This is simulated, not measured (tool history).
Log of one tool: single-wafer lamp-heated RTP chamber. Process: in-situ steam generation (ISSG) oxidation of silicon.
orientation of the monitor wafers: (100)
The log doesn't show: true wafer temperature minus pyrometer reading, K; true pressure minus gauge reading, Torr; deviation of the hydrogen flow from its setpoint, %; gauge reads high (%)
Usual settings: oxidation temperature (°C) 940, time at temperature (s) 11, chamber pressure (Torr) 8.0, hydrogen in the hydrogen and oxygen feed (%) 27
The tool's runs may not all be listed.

run     day  oxidation temperature (°C)  time at temperature (s)  chamber pressure (Torr)  hydrogen in the hydrogen and oxygen feed (%)  wafers since the last listed run  wafers since the last pyrometer calibration  hours since the pressure gauge was zeroed  hours since the hydrogen flow controller was replaced  hours since the gauge calibration  read-back reference wafer on the same gauge, thickness  oxide thickness on the monitor wafer (Å)
  1   0.000                         940                       11                      8.0                                            27                                 0                                         5445                                     1882.7                                                 3333.6                              109.5                                                   4.239                                     40.36
  2   0.608                         940                       11                      8.0                                            32                                96                                         5541                                     1897.3                                                 3348.2                              124.1                                                   4.239                                     42.26
  3   1.079                         940                       11                      8.0                                            32                                74                                         5616                                     1908.6                                                 3359.5                              135.4                                                   4.238                                     42.30
  4   1.429                         940                       11                      8.0                                            27                                55                                         5671                                     1917.0                                                 3367.9                              143.8                                                   4.239                                     40.18
  5   2.142                         940                       11                      8.0                                            27                               112                                         5784                                     1934.1                                                 3385.0                              160.9                                                   4.236                                     40.26
  6   2.471                         940                       11                      8.0                                            27                                52                                         5836                                     1942.0                                                 3392.9                              168.8                                                   4.241                                     40.23
  7   2.921                         940                       11                      8.0                                            27                                71                                         5907                                     1952.8                                                 3403.7                              179.6                                                   4.238                                     40.45
  8   3.604                         940                       11                      8.0                                            27                               108                                         6016                                     1969.2                                                 3420.1                              196.0                                                   4.243                                     40.23
      4.079  -- pressure gauge zeroed
  9   4.296                         940                       11                      8.0                                            27                                56                                         6072                                        5.2                                                 3436.7                              212.6                                                   4.244                                     40.18
      5.004  -- pyrometer window cleaned and pyrometer calibrated
 10   5.025                         940                       11                      6.9                                            27                                62                                            3                                       22.7                                                 3454.2                              230.1                                                   4.240                                     40.27
 11   5.542                         940                       11                      6.9                                            27                                81                                           84                                       35.1                                                 3466.6                              242.5                                                   4.238                                     40.25
      5.921  -- gauge calibrated
 12   5.933                         940                       11                      8.0                                            27                                61                                          146                                       44.5                                                 3476.0                                0.3                                                   4.241                                     40.35
 13   6.458                         940                       15                      8.0                                            19                                83                                          229                                       57.1                                                 3488.6                               12.9                                                   4.239                                     41.33
      7.104  -- hydrogen flow controller replaced
 14   7.125                         932                       12                      7.2                                            19                                52                                          282                                       73.1                                                    0.5                               28.9                                                   4.242                                     37.29
 15   7.712                         940                       15                      8.0                                            19                                92                                          375                                       87.2                                                   14.6                               43.0                                                   4.242                                     41.22
 16   8.025                         940                        9                      8.0                                            27                                49                                          425                                       94.7                                                   22.1                               50.5                                                   4.240                                     37.77
 17   8.621                         940                       11                      8.0                                            27                                94                                          519                                      109.0                                                   36.4                               64.8                                                   4.238                                     40.21
 18   9.712                         921                       11                      7.5                                            27                               172                                          692                                      135.2                                                   62.6                               91.0                                                   4.239                                     38.86
 19  10.267                         921                       12                      8.0                                            23                                87                                          779                                      148.5                                                   75.9                              104.3                                                   4.239                                     38.09
 20  11.017                         956                       11                      8.0                                            27                               118                                          898                                      166.5                                                   93.9                              122.3                                                   4.239                                     41.82
 21  11.600                         940                       11                      8.0                                            27                                92                                          990                                      180.5                                                  107.9                              136.3                                                   4.243                                     40.36
 22  12.304                         934                        9                      9.0                                            21                               111                                         1102                                      197.4                                                  124.8                              153.2                                                   4.239                                     34.40
 23  12.662                         955                       11                      6.9                                            27                                56                                         1158                                      206.0                                                  133.4                              161.8                                                   4.241                                     41.64
 24  13.150                         940                       11                      8.0                                            27                                77                                         1235                                      217.7                                                  145.1                              173.5                                                   4.238                                     40.22

5 ways to go on from here, each from the tool as it stands after run 24. What would each give?
  A  13.167                         940                       11                      8.0                                            27                                 2                                         1238                                      218.1                                                  145.5                              173.9                                                       ?                                         ?
  B  13.167                         946                       11                      8.0                                            27                                 2                                         1238                                      218.1                                                  145.5                              173.9                                                       ?                                         ?
  C  13.167                         947                       11                      9.1                                            32                                 2                                         1238                                      218.1                                                  145.5                              173.9                                                       ?                                         ?
  D  13.167                         935                       10                      7.0                                            27                                 2                                         1238                                      218.1                                                  145.5                              173.9                                                       ?                                         ?
  E  13.167                         940                       11                      8.0                                            30                                 2                                         1238                                      218.1                                                  145.5                              173.9                                                       ?                                         ?

run  read-back reference wafer on the same gauge, thickness  oxide thickness on the monitor wafer (Å)
  A                                                   4.240                                     40.36
  B                                                   4.240                                     40.91
  C                                                   4.240                                     42.31
  D                                                   4.240                                     38.66
  E                                                   4.240                                     41.58
Without the tool's hidden state the same runs would have given:
run  oxide thickness on the monitor wafer (Å)
  A                                     40.36
  B                                     40.91
  C                                     42.31
  D                                     38.66
  E                                     41.58
